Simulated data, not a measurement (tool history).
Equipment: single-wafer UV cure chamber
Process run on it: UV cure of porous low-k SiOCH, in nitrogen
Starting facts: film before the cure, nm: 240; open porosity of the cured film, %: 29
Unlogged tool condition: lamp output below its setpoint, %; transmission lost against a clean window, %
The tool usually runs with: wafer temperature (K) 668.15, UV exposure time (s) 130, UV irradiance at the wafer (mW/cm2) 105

run    hour  wafer temperature (K)  UV exposure time (s)  UV irradiance at the wafer (mW/cm2)  wafers since the last listed run  hours since the UV bulbs were replaced  wafers since the quartz window was cleaned  loss of film thickness in the cure (%)
  1       0                 668.15                   130                                   87                                 0                                     593                                        2917                                   9.146
       31.9  -- quartz window cleaned
  2    39.9                 668.15                   130                                   87                               201                                   632.9                                          50                                   9.749
  3   120.9                 668.15                   130                                   87                               511                                   713.9                                         561                                   9.363
  4   213.1                 668.15                   130                                  105                               581                                   806.1                                        1143                                  10.023
  5   329.9                 668.15                   130                                  105                               737                                   922.9                                        1880                                   9.792
  6   374.5                 668.15                   130                                  105                               281                                   967.5                                        2162                                   9.809
  7   438.1                 668.15                   130                                  105                               401                                  1031.1                                        2563                                   9.596
  8   475.5                 668.15                   130                                  105                               236                                  1068.5                                        2799                                   9.754
      519.4  -- quartz window cleaned
  9   557.4                 684.15                   130                                  105                               466                                  1150.4                                         239                                  10.448
 10     647                 668.15                   130                                  105                               565                                    1240                                         805                                  10.103
 11   714.2                 668.15                   130                                  105                               424                                  1307.2                                        1229                                   9.937
      747.5  -- UV bulbs replaced
 12   816.9                 668.15                   130                                  105                               597                                    69.4                                        1827                                  10.666
 13   859.7                 650.15                   130                                  105                               270                                   112.2                                        2097                                  10.409
 14   967.6                 680.15                   130                                  137                               681                                   220.1                                        2778                                  12.149
      984.7  -- quartz window cleaned
 15  1008.7                 684.15                   130                                  105                               208                                   261.2                                         151                                  11.204
 16  1054.4                 668.15                   130                                  105                               288                                   306.9                                         440                                  10.766
 17  1110.4                 668.15                   190                                  105                               353                                   362.9                                         793                                  12.547
 18    1168                 677.15                   130                                   94                               363                                   420.5                                        1157                                  10.061
 19  1274.8                 668.15                   130                                  105                               674                                   527.3                                        1831                                  10.054
 20  1317.5                 677.15                   110                                  125                               269                                     570                                        2100                                  10.267
 21  1369.2                 668.15                   130                                   82                               326                                   621.7                                        2426                                     8.7
 22  1419.8                 668.15                   130                                  105                               319                                   672.3                                        2746                                    9.74
     1482.3  -- quartz window cleaned
 23  1498.7                 686.15                   150                                   68                               447                                   751.2                                         103                                   9.275
 24  1538.6                 668.15                    60                                  105                               251                                   791.1                                         355                                   6.545

Predict each of these 5 candidate next runs independently; none follows another, all start after run 24:
  A  1539.1                 668.15                   130                                  105                                 3                                   791.6                                         358                                       ?
  B  1539.1                 668.15                   190                                  129                                 3                                   791.6                                         358                                       ?
  C  1539.1                 661.15                    55                                   65                                 3                                   791.6                                         358                                       ?
  D  1539.1                 657.15                    80                                   83                                 3                                   791.6                                         358                                       ?
  E  1539.1                 652.15                    95                                  140                                 3                                   791.6                                         358                                       ?

run  loss of film thickness in the cure (%)
  A                                  10.149
  B                                  13.047
  C                                    4.26
  D                                   6.597
  E                                   9.715
Without the tool's unlogged condition, the same runs would have read:
run  loss of film thickness in the cure (%)
  A                                  11.659
  B                                  14.634
  C                                   5.381
  D                                   7.981
  E                                  11.215
